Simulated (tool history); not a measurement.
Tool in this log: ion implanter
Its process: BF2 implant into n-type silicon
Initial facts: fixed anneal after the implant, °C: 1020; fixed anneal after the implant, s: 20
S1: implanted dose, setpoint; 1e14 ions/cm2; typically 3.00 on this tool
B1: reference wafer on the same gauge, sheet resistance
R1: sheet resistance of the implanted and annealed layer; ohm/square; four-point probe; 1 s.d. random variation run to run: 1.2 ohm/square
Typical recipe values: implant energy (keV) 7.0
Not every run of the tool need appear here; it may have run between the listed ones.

{"run": 1, "hour": 0.0, "S1": 2.35, "implant energy (keV)": 5.5, "B1": 444.21, "R1": 586.16}
{"run": 2, "hour": 10.8, "S1": 2.35, "implant energy (keV)": 5.5, "B1": 444.13, "R1": 586.02}
{"run": 3, "hour": 17.9, "S1": 2.35, "implant energy (keV)": 5.5, "B1": 444.2, "R1": 586.45}
{"run": 4, "hour": 27.7, "S1": 3.65, "implant energy (keV)": 7.0, "B1": 444.2, "R1": 409.62}
{"run": 5, "hour": 44.5, "S1": 3.65, "implant energy (keV)": 7.0, "B1": 444.2, "R1": 408.43}
{"hour": 46.3, "done": "gauge calibrated"}
{"run": 6, "hour": 56.6, "S1": 3.65, "implant energy (keV)": 7.0, "B1": 443.61, "R1": 408.33}
{"run": 7, "hour": 67.4, "S1": 3.0, "implant energy (keV)": 7.0, "B1": 444.08, "R1": 462.35}
{"run": 8, "hour": 80.9, "S1": 3.0, "implant energy (keV)": 7.0, "B1": 444.06, "R1": 462.25}
{"run": 9, "hour": 94.6, "S1": 3.0, "implant energy (keV)": 7.0, "B1": 443.85, "R1": 461.28}
{"hour": 117.2, "done": "extraction supply calibrated"}
{"run": 10, "hour": 117.7, "S1": 3.0, "implant energy (keV)": 7.0, "B1": 444.1, "R1": 461.53}
{"run": 11, "hour": 121.5, "S1": 3.0, "implant energy (keV)": 7.0, "B1": 443.68, "R1": 463.34}
{"run": 12, "hour": 130.3, "S1": 3.0, "implant energy (keV)": 7.0, "B1": 443.85, "R1": 465.03}
{"run": 13, "hour": 144.9, "S1": 3.0, "implant energy (keV)": 8.0, "B1": 443.81, "R1": 450.1}
{"run": 14, "hour": 151.2, "S1": 3.0, "implant energy (keV)": 5.0, "B1": 444.18, "R1": 511.79}
{"run": 15, "hour": 166.0, "S1": 3.72, "implant energy (keV)": 5.5, "B1": 444.03, "R1": 434.0}
{"hour": 181.0, "done": "gauge calibrated"}
{"run": 16, "hour": 204.4, "S1": 3.45, "implant energy (keV)": 9.0, "B1": 444.19, "R1": 396.25}
{"hour": 215.4, "done": "Faraday cup replaced and dose calibrated"}
{"run": 17, "hour": 215.9, "S1": 3.88, "implant energy (keV)": 7.5, "B1": 443.77, "R1": 385.18}
{"run": 18, "hour": 226.3, "S1": 2.71, "implant energy (keV)": 7.0, "B1": 444.05, "R1": 497.67}
{"run": 19, "hour": 238.0, "S1": 3.39, "implant energy (keV)": 8.0, "B1": 443.91, "R1": 414.25}
{"run": 20, "hour": 251.0, "S1": 2.35, "implant energy (keV)": 5.5, "B1": 443.83, "R1": 585.0}
{"run": 21, "hour": 262.9, "S1": 2.27, "implant energy (keV)": 7.0, "B1": 443.86, "R1": 567.7}
{"run": 22, "hour": 278.6, "S1": 2.34, "implant energy (keV)": 8.0, "B1": 443.97, "R1": 537.93}

Consider 4 possible next runs. They are alternatives, not a sequence: every one starts from the tool as it was left by run 22. What does each give?
{"run": "A", "hour": 279.0, "S1": 2.53, "implant energy (keV)": 7.0, "B1": "?", "R1": "?"}
{"run": "B", "hour": 279.0, "S1": 3.41, "implant energy (keV)": 8.5, "B1": "?", "R1": "?"}
{"run": "C", "hour": 279.0, "S1": 3.89, "implant energy (keV)": 7.0, "B1": "?", "R1": "?"}
{"run": "D", "hour": 279.0, "S1": 2.2, "implant energy (keV)": 5.0, "B1": "?", "R1": "?"}

run=A B1=443.76 R1=522.11
run=B B1=443.76 R1=404.28
run=C B1=443.76 R1=392.60
run=D B1=443.76 R1=632.60
Without the tool's unlogged condition, the same runs would have read:
run=A R1=522.11
run=B R1=404.28
run=C R1=392.60
run=D R1=632.60
